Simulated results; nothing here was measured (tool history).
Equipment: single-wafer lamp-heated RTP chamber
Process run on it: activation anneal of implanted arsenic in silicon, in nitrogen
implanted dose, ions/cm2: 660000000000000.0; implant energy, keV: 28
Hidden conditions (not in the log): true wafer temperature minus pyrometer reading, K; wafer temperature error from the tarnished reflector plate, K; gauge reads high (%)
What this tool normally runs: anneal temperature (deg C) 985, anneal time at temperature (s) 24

run	day	anneal temperature (deg C)	anneal time at temperature (s)	wafers since the last listed run	wafers since the last pyrometer calibration	wafers since the reflector plate was cleaned	hours since the gauge calibration	read-back reference wafer on the same gauge, sheet resistance	sheet resistance of the implanted and annealed layer (ohm/square)
1	0	985	33	0	2	3894	1052.3	163.97	151.03
2	8.433	985	33	2078	2080	5973	1254.7	164.07	150.9
3	10.783	985	33	579	2659	6552	1311.1	163.99	150.75
4	14.317	985	24	870	3530	7423	1395.9	164.04	152.31
# day 17.317: pyrometer window cleaned and pyrometer calibrated
# day 17.833: reflector plate cleaned
5	17.854	985	24	707	49	5	1480.8	164.05	153.31
6	21.762	985	24	963	1013	968	1574.6	164.09	152.89
# day 22.05: gauge calibrated
7	25.875	985	27	1013	2026	1981	91.8	164.02	152.14
8	29.038	985	27	779	2805	2761	167.7	163.94	152.38
9	31.496	985	34	605	3411	3367	226.7	163.99	151.35
# day 33.846: pyrometer window cleaned and pyrometer calibrated
10	33.962	985	34	525	28	3892	285.9	163.95	150.95
11	36.496	985	24	624	652	4517	346.7	163.93	152.33
12	38.829	958	30	575	1227	5092	402.7	164.06	154.6
13	42.65	1009	15	941	2169	6033	494.4	163.94	152.05
14	47.138	985	24	1105	3275	7139	602.1	164.07	152.26
15	49.012	985	34	462	3737	7601	647.1	164.02	150.41
# day 50.883: pyrometer window cleaned and pyrometer calibrated
16	51.1	966	15	432	53	8034	697.2	163.95	156.76
# day 52.367: reflector plate cleaned
17	53.196	985	28	434	487	204	747.5	163.98	152.34
18	56.196	999	13	739	1227	943	819.5	164.02	154.01
19	57.808	985	24	397	1624	1341	858.2	164.01	153
20	60.467	985	13	655	2279	1996	922	164.02	155.61
21	64.633	985	35	1026	3306	3023	1022	164.07	151.02
22	66.333	969	10	418	3725	3442	1062.8	164.03	158.2
23	68.304	1010	10	485	4211	3927	1110.1	164	154.34

Pick out some run-to-run changes in sheet resistance of the implanted and annealed layer (ohm/square). Of each, how much would a tool without hidden state show as well, from the settings, what came in and chance, and how much is left for the hidden state and any gauge scatter not in both results compared?
Run 4 -> 5: pyrometer window cleaned and pyrometer calibrated, reflector plate cleaned. sheet resistance of the implanted and annealed layer (ohm/square) +1: hidden state +0.86, all else +0.14.
Run 15 -> 16: anneal temperature (deg C) 985 -> 966, anneal time at temperature (s) 34 -> 15, pyrometer window cleaned and pyrometer calibrated. sheet resistance of the implanted and annealed layer (ohm/square) +6.35: hidden state -0.14, all else +6.49.
Run 16 -> 17: anneal temperature (deg C) 966 -> 985, anneal time at temperature (s) 15 -> 28, reflector plate cleaned. sheet resistance of the implanted and annealed layer (ohm/square) -4.42: hidden state +0.81, all else -5.23.
Run 21 -> 22: anneal temperature (deg C) 985 -> 969, anneal time at temperature (s) 35 -> 10. sheet resistance of the implanted and annealed layer (ohm/square) +7.18: hidden state -0.06, all else +7.24.

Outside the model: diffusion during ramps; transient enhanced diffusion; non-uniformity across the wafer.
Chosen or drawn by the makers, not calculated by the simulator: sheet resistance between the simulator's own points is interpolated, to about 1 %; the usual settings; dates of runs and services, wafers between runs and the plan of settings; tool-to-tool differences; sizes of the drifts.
